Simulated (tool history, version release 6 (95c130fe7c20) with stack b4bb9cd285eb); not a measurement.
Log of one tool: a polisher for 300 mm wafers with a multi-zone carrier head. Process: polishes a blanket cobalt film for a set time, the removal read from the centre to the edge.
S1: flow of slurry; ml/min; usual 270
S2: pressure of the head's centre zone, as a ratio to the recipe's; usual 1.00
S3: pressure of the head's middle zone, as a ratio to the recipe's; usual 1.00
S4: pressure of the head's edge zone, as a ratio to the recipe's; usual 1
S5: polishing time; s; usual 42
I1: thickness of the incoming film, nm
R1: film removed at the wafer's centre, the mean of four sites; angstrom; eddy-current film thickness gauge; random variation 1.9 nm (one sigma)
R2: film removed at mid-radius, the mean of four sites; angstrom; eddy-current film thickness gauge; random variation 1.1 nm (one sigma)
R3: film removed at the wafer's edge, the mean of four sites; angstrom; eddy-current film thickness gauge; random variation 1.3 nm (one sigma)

Run 1, hour 0.0: usual settings; I1 1510.5. Result: R1 1160 angstrom, R2 1193 angstrom, R3 1236 angstrom.
Run 2, hour 84.5: usual settings; I1 1491.4. Result: R1 1096 angstrom, R2 1120 angstrom, R3 1138 angstrom.
At hour 117.3: worn pad replaced by a new one.
At hour 128.4: centre zone pressure recalibrated.
At hour 143.4: edge zone pressure recalibrated.
Run 3, hour 181.7: usual settings but S2 0.96; I1 1479.1. Result: R1 1187 angstrom, R2 1259 angstrom, R3 1284 angstrom.
Run 4, hour 247.8: usual settings but S2 0.96; I1 1521.1. Result: R1 1148 angstrom, R2 1255 angstrom, R3 1273 angstrom.
Run 5, hour 305.6: usual settings but S2 0.96; I1 1474.9. Result: R1 1129 angstrom, R2 1223 angstrom, R3 1257 angstrom.
At hour 309.8: slurry nozzle cleaned.
Run 6, hour 398.5: usual settings; I1 1524.1. Result: R1 1154 angstrom, R2 1148 angstrom, R3 1180 angstrom.
At hour 452.2: worn pad replaced by a new one, of another model than before.
At hour 452.6: centre zone pressure recalibrated.
Run 7, hour 453.1: usual settings; I1 1490.6. Result: R1 1221 angstrom, R2 1240 angstrom, R3 1260 angstrom.
At hour 512.2: edge zone pressure recalibrated.
Run 8, hour 528.9: usual settings; I1 1512.5. Result: R1 1212 angstrom, R2 1218 angstrom, R3 1238 angstrom.
Run 9, hour 576.0: usual settings; I1 1503.6. Result: R1 1185 angstrom, R2 1217 angstrom, R3 1252 angstrom.
Run 10, hour 638.6: usual settings; I1 1496.2. Result: R1 1209 angstrom, R2 1187 angstrom, R3 1218 angstrom.
At hour 740.1: carrier head's membrane replaced by a new one.
Run 11, hour 740.6: usual settings but S3 0.92, S5 46 s; I1 1484.3. Result: R1 1211 angstrom, R2 1143 angstrom, R3 1269 angstrom.

Run 12 comes next. What will it give?
At hour 768.2: centre zone pressure recalibrated.
Run 12, hour 785.9: usual settings but S2 0.96; I1 1471.6. Result: R1 ?, R2 ?, R3 ?.

R1: 1023 angstrom
R2: 1077 angstrom
R3: 1104 angstrom
Without the tool's hidden state the same run would have given R1 1223 angstrom, R2 1288 angstrom, R3 1320 angstrom.

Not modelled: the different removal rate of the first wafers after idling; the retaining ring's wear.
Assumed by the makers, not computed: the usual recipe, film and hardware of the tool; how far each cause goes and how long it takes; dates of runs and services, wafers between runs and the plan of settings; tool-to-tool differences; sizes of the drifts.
